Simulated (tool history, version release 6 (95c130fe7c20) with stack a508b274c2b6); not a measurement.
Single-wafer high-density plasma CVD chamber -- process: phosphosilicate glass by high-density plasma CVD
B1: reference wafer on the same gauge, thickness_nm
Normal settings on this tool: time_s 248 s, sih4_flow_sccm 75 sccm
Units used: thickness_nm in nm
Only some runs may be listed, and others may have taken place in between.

{"run": 1, "hour": 0.0, "time_s": 234, "sih4_flow_sccm": 75, "B1": 1949.631, "thickness_nm": 1885.139}
{"run": 2, "hour": 26.3, "time_s": 234, "sih4_flow_sccm": 75, "B1": 1950.417, "thickness_nm": 1893.506}
{"run": 3, "hour": 56.2, "time_s": 234, "sih4_flow_sccm": 75, "B1": 1950.604, "thickness_nm": 1890.296}
{"run": 4, "hour": 72.7, "time_s": 248, "sih4_flow_sccm": 85, "B1": 1950.699, "thickness_nm": 2224.565}
{"run": 5, "hour": 98.0, "time_s": 248, "sih4_flow_sccm": 85, "B1": 1950.046, "thickness_nm": 2218.844}
{"run": 6, "hour": 133.0, "time_s": 248, "sih4_flow_sccm": 85, "B1": 1949.204, "thickness_nm": 2220.118}
{"run": 7, "hour": 163.4, "time_s": 248, "sih4_flow_sccm": 75, "B1": 1949.301, "thickness_nm": 2008}
{"run": 8, "hour": 184.1, "time_s": 248, "sih4_flow_sccm": 75, "B1": 1949.794, "thickness_nm": 2003.677}
{"run": 9, "hour": 215.6, "time_s": 225, "sih4_flow_sccm": 75, "B1": 1949.79, "thickness_nm": 1819.493}
{"run": 10, "hour": 235.4, "time_s": 281, "sih4_flow_sccm": 75, "B1": 1950.366, "thickness_nm": 2276.357}
{"run": 11, "hour": 259.8, "time_s": 281, "sih4_flow_sccm": 75, "B1": 1949.728, "thickness_nm": 2269.538}
{"run": 12, "hour": 273.7, "time_s": 281, "sih4_flow_sccm": 75, "B1": 1949.989, "thickness_nm": 2270.521}
{"run": 13, "hour": 304.1, "time_s": 278, "sih4_flow_sccm": 75, "B1": 1950.512, "thickness_nm": 2247.176}
{"hour": 322.3, "done": "gauge calibrated"}
{"run": 14, "hour": 367.4, "time_s": 278, "sih4_flow_sccm": 75, "B1": 1950.418, "thickness_nm": 2249.11}
{"run": 15, "hour": 397.9, "time_s": 278, "sih4_flow_sccm": 75, "B1": 1949.4, "thickness_nm": 2246.65}
{"hour": 416.2, "done": "silane flow controller replaced"}
{"run": 16, "hour": 416.7, "time_s": 270, "sih4_flow_sccm": 60, "B1": 1949.529, "thickness_nm": 1762.146}
{"run": 17, "hour": 432.8, "time_s": 269, "sih4_flow_sccm": 81, "B1": 1949.833, "thickness_nm": 2235.864}
{"run": 18, "hour": 448.3, "time_s": 203, "sih4_flow_sccm": 83, "B1": 1949.99, "thickness_nm": 1708.897}
{"run": 19, "hour": 476.2, "time_s": 269, "sih4_flow_sccm": 86, "B1": 1950.015, "thickness_nm": 2344.246}
{"run": 20, "hour": 489.2, "time_s": 234, "sih4_flow_sccm": 75, "B1": 1949.593, "thickness_nm": 1822.569}
{"run": 21, "hour": 518.5, "time_s": 284, "sih4_flow_sccm": 87, "B1": 1949.725, "thickness_nm": 2491.909}
{"run": 22, "hour": 537.4, "time_s": 209, "sih4_flow_sccm": 86, "B1": 1950.961, "thickness_nm": 1823.493}
{"run": 23, "hour": 568.0, "time_s": 283, "sih4_flow_sccm": 89, "B1": 1949.478, "thickness_nm": 2533.738}
{"run": 24, "hour": 601.5, "time_s": 248, "sih4_flow_sccm": 75, "B1": 1950.236, "thickness_nm": 1933.054}
{"run": 25, "hour": 635.1, "time_s": 248, "sih4_flow_sccm": 75, "B1": 1950.353, "thickness_nm": 1932.611}
{"run": 26, "hour": 653.9, "time_s": 248, "sih4_flow_sccm": 75, "B1": 1949.926, "thickness_nm": 1933.771}
{"run": 27, "hour": 674.9, "time_s": 209, "sih4_flow_sccm": 85, "B1": 1950.431, "thickness_nm": 1807.228}
{"run": 28, "hour": 699.1, "time_s": 284, "sih4_flow_sccm": 64, "B1": 1950.842, "thickness_nm": 1949.973}
{"run": 29, "hour": 718.9, "time_s": 248, "sih4_flow_sccm": 75, "B1": 1949.377, "thickness_nm": 1930.988}
{"run": 30, "hour": 753.3, "time_s": 248, "sih4_flow_sccm": 75, "B1": 1950.394, "thickness_nm": 1929.435}
{"run": 31, "hour": 765.8, "time_s": 220, "sih4_flow_sccm": 67, "B1": 1950.453, "thickness_nm": 1571.359}

Forecast each of these 3 alternatives for the next run:
{"run": "A", "hour": 766.3, "time_s": 248, "sih4_flow_sccm": 83, "B1": "?", "thickness_nm": "?"}
{"run": "B", "hour": 766.3, "time_s": 286, "sih4_flow_sccm": 75, "B1": "?", "thickness_nm": "?"}
{"run": "C", "hour": 766.3, "time_s": 273, "sih4_flow_sccm": 75, "B1": "?", "thickness_nm": "?"}

run=A B1=1950.065 thickness_nm=2096.948
run=B B1=1950.065 thickness_nm=2226.416
run=C B1=1950.065 thickness_nm=2125.215
Without the tool's hidden state the same runs would have given:
run=A thickness_nm=2080.119
run=B thickness_nm=2208.548
run=C thickness_nm=2108.16
